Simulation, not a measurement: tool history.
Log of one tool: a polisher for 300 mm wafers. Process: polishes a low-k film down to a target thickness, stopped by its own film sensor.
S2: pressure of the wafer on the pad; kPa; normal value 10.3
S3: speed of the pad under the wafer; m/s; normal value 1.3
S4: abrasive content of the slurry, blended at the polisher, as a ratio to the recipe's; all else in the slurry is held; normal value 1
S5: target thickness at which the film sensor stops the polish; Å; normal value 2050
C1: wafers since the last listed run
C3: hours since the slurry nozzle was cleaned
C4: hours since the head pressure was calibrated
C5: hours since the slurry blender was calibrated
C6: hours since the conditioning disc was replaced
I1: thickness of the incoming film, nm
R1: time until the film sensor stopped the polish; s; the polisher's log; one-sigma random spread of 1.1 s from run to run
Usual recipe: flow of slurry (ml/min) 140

{"run": 1, "hour": 0.0, "flow of slurry (ml/min)": 140, "S2": 10.3, "S3": 1.3, "S4": 1, "S5": 2050, "C1": 0, "wafers polished on this pad": 114, "C3": 54.5, "C4": 1389.9, "C5": 14.6, "C6": 155.1, "I1": 262.5, "R1": 128.1}
{"hour": 15.5, "done": "head pressure recalibrated"}
{"run": 2, "hour": 17.6, "flow of slurry (ml/min)": 140, "S2": 10.3, "S3": 1.3, "S4": 1, "S5": 2130, "C1": 166, "wafers polished on this pad": 280, "C3": 72.1, "C4": 2.1, "C5": 32.2, "C6": 172.7, "I1": 263.1, "R1": 111}
{"run": 3, "hour": 37.3, "flow of slurry (ml/min)": 140, "S2": 10.3, "S3": 1.3, "S4": 1, "S5": 2050, "C1": 209, "wafers polished on this pad": 490, "C3": 91.8, "C4": 21.8, "C5": 51.9, "C6": 192.4, "I1": 262.7, "R1": 128.1}
{"run": 4, "hour": 64.8, "flow of slurry (ml/min)": 140, "S2": 10.3, "S3": 1.3, "S4": 1, "S5": 2050, "C1": 293, "wafers polished on this pad": 783, "C3": 119.3, "C4": 49.3, "C5": 79.4, "C6": 219.9, "I1": 255.1, "R1": 111.4}
{"run": 5, "hour": 96.0, "flow of slurry (ml/min)": 140, "S2": 10.3, "S3": 1.3, "S4": 1, "S5": 2050, "C1": 332, "wafers polished on this pad": 1115, "C3": 150.5, "C4": 80.5, "C5": 110.6, "C6": 251.1, "I1": 260.8, "R1": 125.7}
{"run": 6, "hour": 118.7, "flow of slurry (ml/min)": 140, "S2": 10.3, "S3": 1.3, "S4": 1, "S5": 2050, "C1": 241, "wafers polished on this pad": 1357, "C3": 173.2, "C4": 103.2, "C5": 133.3, "C6": 273.8, "I1": 255.7, "R1": 113.6}
{"run": 7, "hour": 133.6, "flow of slurry (ml/min)": 140, "S2": 10.3, "S3": 1.3, "S4": 1, "S5": 2220, "C1": 158, "wafers polished on this pad": 1516, "C3": 188.1, "C4": 118.1, "C5": 148.2, "C6": 288.7, "I1": 260.3, "R1": 87.2}
{"run": 8, "hour": 148.3, "flow of slurry (ml/min)": 140, "S2": 10.3, "S3": 1.18, "S4": 1, "S5": 2050, "C1": 156, "wafers polished on this pad": 1673, "C3": 202.8, "C4": 132.8, "C5": 162.9, "C6": 303.4, "I1": 262.7, "R1": 140.9}
{"hour": 165.3, "done": "conditioning disc replaced and pad reconditioned"}
{"run": 9, "hour": 182.2, "flow of slurry (ml/min)": 140, "S2": 10.3, "S3": 1.72, "S4": 1, "S5": 2050, "C1": 339, "wafers polished on this pad": 2013, "C3": 236.7, "C4": 166.7, "C5": 196.8, "C6": 16.9, "I1": 262.6, "R1": 106.4}
{"run": 10, "hour": 199.0, "flow of slurry (ml/min)": 140, "S2": 10.3, "S3": 1.3, "S4": 1.25, "S5": 2050, "C1": 179, "wafers polished on this pad": 2192, "C3": 253.5, "C4": 183.5, "C5": 213.6, "C6": 33.7, "I1": 263.6, "R1": 121.5}
{"hour": 205.0, "done": "worn pad replaced by a new one"}
{"run": 11, "hour": 229.4, "flow of slurry (ml/min)": 140, "S2": 10.3, "S3": 1.48, "S4": 1, "S5": 2050, "C1": 281, "wafers polished on this pad": 259, "C3": 283.9, "C4": 213.9, "C5": 244, "C6": 64.1, "I1": 256.7, "R1": 107.7}
{"hour": 234.3, "done": "slurry blender recalibrated"}
{"run": 12, "hour": 257.0, "flow of slurry (ml/min)": 140, "S2": 12.4, "S3": 1.3, "S4": 0.9, "S5": 1900, "C1": 272, "wafers polished on this pad": 532, "C3": 311.5, "C4": 241.5, "C5": 22.7, "C6": 91.7, "I1": 261.6, "R1": 143.2}
{"run": 13, "hour": 283.7, "flow of slurry (ml/min)": 140, "S2": 12.4, "S3": 0.96, "S4": 1, "S5": 2050, "C1": 284, "wafers polished on this pad": 816, "C3": 338.2, "C4": 268.2, "C5": 49.4, "C6": 118.4, "I1": 263.2, "R1": 141.5}
{"run": 14, "hour": 303.7, "flow of slurry (ml/min)": 140, "S2": 10.3, "S3": 1.02, "S4": 1, "S5": 2120, "C1": 213, "wafers polished on this pad": 1030, "C3": 358.2, "C4": 288.2, "C5": 69.4, "C6": 138.4, "I1": 255.4, "R1": 119.4}
{"run": 15, "hour": 319.7, "flow of slurry (ml/min)": 140, "S2": 10.3, "S3": 1.3, "S4": 0.75, "S5": 2050, "C1": 170, "wafers polished on this pad": 1200, "C3": 374.2, "C4": 304.2, "C5": 85.4, "C6": 154.4, "I1": 263.4, "R1": 152.6}
{"run": 16, "hour": 345.1, "flow of slurry (ml/min)": 140, "S2": 10.3, "S3": 1.3, "S4": 1, "S5": 2050, "C1": 270, "wafers polished on this pad": 1471, "C3": 399.6, "C4": 329.6, "C5": 110.8, "C6": 179.8, "I1": 258.4, "R1": 121.1}
{"hour": 363.7, "done": "slurry nozzle cleaned"}
{"run": 17, "hour": 371.0, "flow of slurry (ml/min)": 140, "S2": 10.3, "S3": 1.3, "S4": 1, "S5": 2050, "C1": 265, "wafers polished on this pad": 1736, "C3": 7.3, "C4": 355.5, "C5": 136.7, "C6": 205.7, "I1": 259.1, "R1": 122.7}
{"run": 18, "hour": 383.8, "flow of slurry (ml/min)": 140, "S2": 13.8, "S3": 1.54, "S4": 0.75, "S5": 1900, "C1": 136, "wafers polished on this pad": 1872, "C3": 20.1, "C4": 368.3, "C5": 149.5, "C6": 218.5, "I1": 258.9, "R1": 121.8}
{"hour": 399.6, "done": "worn pad replaced by a new one"}
{"run": 19, "hour": 400.1, "flow of slurry (ml/min)": 140, "S2": 10.3, "S3": 1.3, "S4": 1, "S5": 2050, "C1": 131, "wafers polished on this pad": 5, "C3": 36.4, "C4": 384.6, "C5": 165.8, "C6": 234.8, "I1": 262.1, "R1": 131.2}
{"run": 20, "hour": 413.1, "flow of slurry (ml/min)": 170, "S2": 9, "S3": 1.3, "S4": 1.1, "S5": 2150, "C1": 138, "wafers polished on this pad": 143, "C3": 49.4, "C4": 397.6, "C5": 178.8, "C6": 247.8, "I1": 263, "R1": 118.1}
{"hour": 475.5, "done": "conditioning disc replaced and pad reconditioned"}
{"hour": 477.2, "done": "slurry blender recalibrated"}
{"run": 21, "hour": 499.7, "flow of slurry (ml/min)": 105, "S2": 10.3, "S3": 1.3, "S4": 0.75, "S5": 2230, "C1": 883, "wafers polished on this pad": 1026, "C3": 136, "C4": 484.2, "C5": 22.5, "C6": 24.2, "I1": 258.2, "R1": 93.4}
{"run": 22, "hour": 533.9, "flow of slurry (ml/min)": 140, "S2": 10.3, "S3": 1.3, "S4": 1, "S5": 2050, "C1": 364, "wafers polished on this pad": 1391, "C3": 170.2, "C4": 518.4, "C5": 56.7, "C6": 58.4, "I1": 262.4, "R1": 127.2}
{"run": 23, "hour": 555.9, "flow of slurry (ml/min)": 165, "S2": 13.1, "S3": 1.76, "S4": 1, "S5": 2210, "C1": 234, "wafers polished on this pad": 1625, "C3": 192.2, "C4": 540.4, "C5": 78.7, "C6": 80.4, "I1": 263.8, "R1": 60.2}
{"run": 24, "hour": 578.3, "flow of slurry (ml/min)": 180, "S2": 10.3, "S3": 0.86, "S4": 1, "S5": 2050, "C1": 238, "wafers polished on this pad": 1864, "C3": 214.6, "C4": 562.8, "C5": 101.1, "C6": 102.8, "I1": 256.1, "R1": 153.6}
{"run": 25, "hour": 601.0, "flow of slurry (ml/min)": 180, "S2": 13.1, "S3": 1.3, "S4": 0.75, "S5": 2050, "C1": 241, "wafers polished on this pad": 2106, "C3": 237.3, "C4": 585.5, "C5": 123.8, "C6": 125.5, "I1": 263, "R1": 115.5}
{"hour": 626.2, "done": "worn pad replaced by a new one"}
{"run": 26, "hour": 626.7, "flow of slurry (ml/min)": 140, "S2": 10.3, "S3": 1.3, "S4": 0.75, "S5": 2050, "C1": 231, "wafers polished on this pad": 5, "C3": 263, "C4": 611.2, "C5": 149.5, "C6": 151.2, "I1": 259.2, "R1": 140.7}

Below, each run's measurement less what the same run would have read without the hidden state. Both values contain the same run-to-run variation, but the gauge's scatter may not be the same in both:
Hidden state present: removal rate lost through wear of the pad, %; slurry flow missing at the pad, %; deviation of the head's pressure from its setpoint, %; abrasive missing from the slurry, %; time polished since the conditioner stopped cutting, s.
run=1 R1=+0.4
run=2 R1=+0.3
run=3 R1=+0.5
run=4 R1=+0.8
run=5 R1=+1.3
run=6 R1=+1.6
run=7 R1=+1.5
run=8 R1=+2.7
run=9 R1=+2.9
run=10 R1=+3.4
run=11 R1=+4.5
run=12 R1=+1.6
run=13 R1=+1.6
run=14 R1=+1.6
run=15 R1=+2.7
run=16 R1=+2.2
run=17 R1=+2.7
run=18 R1=+3.5
run=19 R1=+3.7
run=20 R1=+3.5
run=21 R1=+0.6
run=22 R1=+0.9
run=23 R1=+0.6
run=24 R1=+1.9
run=25 R1=+2.1
run=26 R1=+3.3
